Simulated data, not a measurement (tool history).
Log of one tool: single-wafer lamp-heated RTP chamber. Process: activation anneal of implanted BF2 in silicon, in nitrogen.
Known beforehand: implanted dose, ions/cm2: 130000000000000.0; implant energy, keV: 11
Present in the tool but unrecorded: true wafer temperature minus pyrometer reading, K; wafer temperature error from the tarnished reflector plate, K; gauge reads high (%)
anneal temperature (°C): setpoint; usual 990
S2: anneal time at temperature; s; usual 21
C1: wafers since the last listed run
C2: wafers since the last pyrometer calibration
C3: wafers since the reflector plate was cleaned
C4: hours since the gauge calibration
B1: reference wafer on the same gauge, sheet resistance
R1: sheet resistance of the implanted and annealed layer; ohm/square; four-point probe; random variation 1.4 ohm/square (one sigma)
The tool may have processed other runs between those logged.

Run 1, day 0.000: usual settings but anneal temperature (°C) 974; C1 0; C2 1818; C3 10085; C4 155.9; B1 1088.22. Result: R1 913.39 ohm/square.
Run 2, day 1.238: usual settings but anneal temperature (°C) 974; C1 310; C2 2128; C3 10395; C4 185.6; B1 1088.82. Result: R1 914.97 ohm/square.
Run 3, day 2.029: usual settings; C1 198; C2 2327; C3 10594; C4 204.6; B1 1089.40. Result: R1 911.90 ohm/square.
Run 4, day 3.417: usual settings but S2 26 s; C1 348; C2 2675; C3 10942; C4 237.9; B1 1089.37. Result: R1 911.71 ohm/square.
Run 5, day 6.238: usual settings but S2 11 s; C1 707; C2 3382; C3 11649; C4 305.6; B1 1091.16. Result: R1 921.92 ohm/square.
Run 6, day 7.362: usual settings but S2 11 s; C1 282; C2 3664; C3 11932; C4 332.6; B1 1092.41. Result: R1 921.32 ohm/square.
Run 7, day 7.862: usual settings but S2 11 s; C1 125; C2 3790; C3 12057; C4 344.6; B1 1092.62. Result: R1 923.60 ohm/square.
At day 8.204: reflector plate cleaned.
Run 8, day 9.208: usual settings; C1 253; C2 4044; C3 251; C4 376.9; B1 1093.84. Result: R1 916.64 ohm/square.
Run 9, day 10.146: usual settings; C1 235; C2 4279; C3 486; C4 399.4; B1 1094.31. Result: R1 917.35 ohm/square.
Run 10, day 10.762: usual settings; C1 154; C2 4434; C3 641; C4 414.2; B1 1095.21. Result: R1 918.88 ohm/square.
Run 11, day 11.579: usual settings but S2 15 s; C1 204; C2 4638; C3 846; C4 433.8; B1 1096.09. Result: R1 920.96 ohm/square.
Run 12, day 12.112: usual settings; C1 133; C2 4772; C3 980; C4 446.6; B1 1096.68. Result: R1 918.81 ohm/square.
Run 13, day 13.588: usual settings; C1 369; C2 5142; C3 1350; C4 482.0; B1 1097.86. Result: R1 918.99 ohm/square.
Run 14, day 14.408: usual settings but anneal temperature (°C) 982, S2 15 s; C1 205; C2 5348; C3 1555; C4 501.7; B1 1098.86. Result: R1 924.42 ohm/square.
At day 14.862: gauge calibrated.
Run 15, day 15.621: usual settings but anneal temperature (°C) 969; C1 304; C2 5652; C3 1860; C4 18.2; B1 1089.68. Result: R1 914.25 ohm/square.
Run 16, day 16.729: usual settings; C1 277; C2 5930; C3 2138; C4 44.8; B1 1090.18. Result: R1 913.91 ohm/square.
Run 17, day 17.762: usual settings but anneal temperature (°C) 969, S2 26 s; C1 259; C2 6189; C3 2397; C4 69.6; B1 1089.98. Result: R1 911.98 ohm/square.
Run 18, day 18.354: usual settings; C1 148; C2 6338; C3 2545; C4 83.8; B1 1090.38. Result: R1 915.64 ohm/square.
At day 19.388: pyrometer window cleaned and pyrometer calibrated.
Run 19, day 19.425: usual settings but anneal temperature (°C) 973; C1 184; C2 8; C3 2730; C4 109.5; B1 1090.11. Result: R1 913.55 ohm/square.
Run 20, day 21.279: usual settings but anneal temperature (°C) 981, S2 25 s; C1 465; C2 473; C3 3195; C4 154.0; B1 1091.05. Result: R1 910.38 ohm/square.
Run 21, day 22.425: usual settings but anneal temperature (°C) 1008, S2 9 s; C1 287; C2 761; C3 3483; C4 181.5; B1 1091.52. Result: R1 927.00 ohm/square.
Run 22, day 23.812: usual settings but anneal temperature (°C) 982, S2 18 s; C1 348; C2 1109; C3 3831; C4 214.8; B1 1091.58. Result: R1 918.22 ohm/square.
Run 23, day 24.842: usual settings but S2 27 s; C1 258; C2 1367; C3 4089; C4 239.5; B1 1092.43. Result: R1 909.32 ohm/square.

Selected run-to-run steps in R1, each split into two signed amounts: the part the tool would show with no hidden state at all (from settings, incoming material and random variation), and the remainder, which goes to the hidden state together with any gauge scatter not common to the measured and the hidden-state-free results:
Run 4 -> 5: S2 26 -> 11. R1 +10.21 ohm/square: hidden state +1.49, all else +8.72.
Run 14 -> 15: anneal temperature (°C) 982 -> 969, S2 15 -> 21, gauge calibrated. R1 -10.17 ohm/square: hidden state -7.59, all else -2.58.
Run 20 -> 21: anneal temperature (°C) 981 -> 1008, S2 25 -> 9. R1 +16.62 ohm/square: hidden state +0.41, all else +16.21.
